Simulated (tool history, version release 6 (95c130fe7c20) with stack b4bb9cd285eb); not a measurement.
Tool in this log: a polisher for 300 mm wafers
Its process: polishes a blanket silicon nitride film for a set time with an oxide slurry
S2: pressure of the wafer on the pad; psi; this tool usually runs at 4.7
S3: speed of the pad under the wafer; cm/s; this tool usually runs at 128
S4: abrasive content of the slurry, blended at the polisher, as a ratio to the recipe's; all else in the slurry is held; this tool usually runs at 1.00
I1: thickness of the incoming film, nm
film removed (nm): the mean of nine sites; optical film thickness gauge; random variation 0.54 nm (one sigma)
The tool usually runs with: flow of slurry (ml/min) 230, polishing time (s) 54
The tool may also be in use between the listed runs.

Run 1, hour 0.0: usual settings but polishing time (s) 63; I1 290.7. Result: film removed (nm) 63.3.
Run 2, hour 12.3: usual settings but S3 94 cm/s; I1 293.8. Result: film removed (nm) 43.4.
At hour 46.9: worn pad replaced by a new one.
Run 3, hour 47.4: usual settings; I1 292.3. Result: film removed (nm) 54.6.
Run 4, hour 71.9: usual settings but flow of slurry (ml/min) 295, S3 158 cm/s; I1 289.4. Result: film removed (nm) 65.4.
Run 5, hour 96.6: usual settings but flow of slurry (ml/min) 295, S3 158 cm/s; I1 286.6. Result: film removed (nm) 66.0.
At hour 116.1: slurry blender recalibrated.
At hour 117.0: conditioning disc replaced and pad reconditioned.
Run 6, hour 126.4: usual settings but flow of slurry (ml/min) 295, S3 158 cm/s; I1 286.4. Result: film removed (nm) 66.5.
At hour 146.3: head pressure recalibrated.
Run 7, hour 146.8: usual settings but flow of slurry (ml/min) 275, S2 4.3 psi, S3 106 cm/s, S4 1.20; I1 290.3. Result: film removed (nm) 46.4.
Run 8, hour 166.3: usual settings but S2 3.6 psi, S4 0.90; I1 290.3. Result: film removed (nm) 37.5.
Run 9, hour 191.1: usual settings but flow of slurry (ml/min) 190; I1 287.4. Result: film removed (nm) 49.7.
At hour 203.9: worn pad replaced by a new one.
Run 10, hour 207.2: usual settings; I1 287.4. Result: film removed (nm) 51.7.
Run 11, hour 223.3: usual settings; I1 290.3. Result: film removed (nm) 51.3.
At hour 237.8: slurry nozzle cleaned.
Run 12, hour 254.7: usual settings but S2 6.2 psi, S4 0.85, polishing time (s) 69; I1 288.9. Result: film removed (nm) 78.3.
Run 13, hour 283.5: usual settings but S2 5.6 psi, S3 170 cm/s; I1 290.3. Result: film removed (nm) 76.1.
Run 14, hour 307.1: usual settings but S3 96 cm/s; I1 284.5. Result: film removed (nm) 42.0.
At hour 309.2: conditioning disc replaced and pad reconditioned.
Run 15, hour 332.4: usual settings; I1 291.5. Result: film removed (nm) 51.2.
Run 16, hour 365.4: usual settings; I1 294.7. Result: film removed (nm) 51.2.
At hour 382.2: worn pad replaced by a new one.
Run 17, hour 395.1: usual settings but flow of slurry (ml/min) 150, S4 0.80; I1 285.8. Result: film removed (nm) 42.5.
Run 18, hour 416.7: usual settings; I1 290.6. Result: film removed (nm) 51.2.
Run 19, hour 438.7: usual settings but S2 3.7 psi; I1 291.5. Result: film removed (nm) 40.1.
At hour 462.9: slurry blender recalibrated.
Run 20, hour 473.9: usual settings but S4 1.15, polishing time (s) 46; I1 288.5. Result: film removed (nm) 47.2.
At hour 476.5: conditioning disc replaced and pad reconditioned.
Run 21, hour 498.5: usual settings; I1 285.4. Result: film removed (nm) 52.4.
Run 22, hour 519.4: usual settings; I1 291.4. Result: film removed (nm) 51.8.
Run 23, hour 544.3: usual settings but S3 150 cm/s, S4 0.70; I1 290.7. Result: film removed (nm) 46.3.
At hour 561.1: worn pad replaced by a new one.
Run 24, hour 577.5: usual settings but S2 3.9 psi; I1 288.8. Result: film removed (nm) 42.7.

Forecast each of these 5 alternatives for the next run:
Run A, hour 577.9: usual settings but S3 142 cm/s; I1 291.5. Result: film removed (nm) ?.
Run B, hour 577.9: usual settings but flow of slurry (ml/min) 290, S4 1.15; I1 291.5. Result: film removed (nm) ?.
Run C, hour 577.9: usual settings but S2 3.2 psi, S3 96 cm/s; I1 291.5. Result: film removed (nm) ?.
Run D, hour 577.9: usual settings but flow of slurry (ml/min) 150; I1 291.5. Result: film removed (nm) ?.
Run E, hour 577.9: usual settings but flow of slurry (ml/min) 255, S3 110 cm/s, S4 0.75, polishing time (s) 39; I1 291.5. Result: film removed (nm) ?.

run  film removed (nm)
  A               55.5
  B               56.4
  C               28.5
  D               48.9
  E               28.3
What these runs would have given with no unlogged condition in the tool:
run  film removed (nm)
  A               54.9
  B               55.8
  C               28.2
  D               48.4
  E               28.0
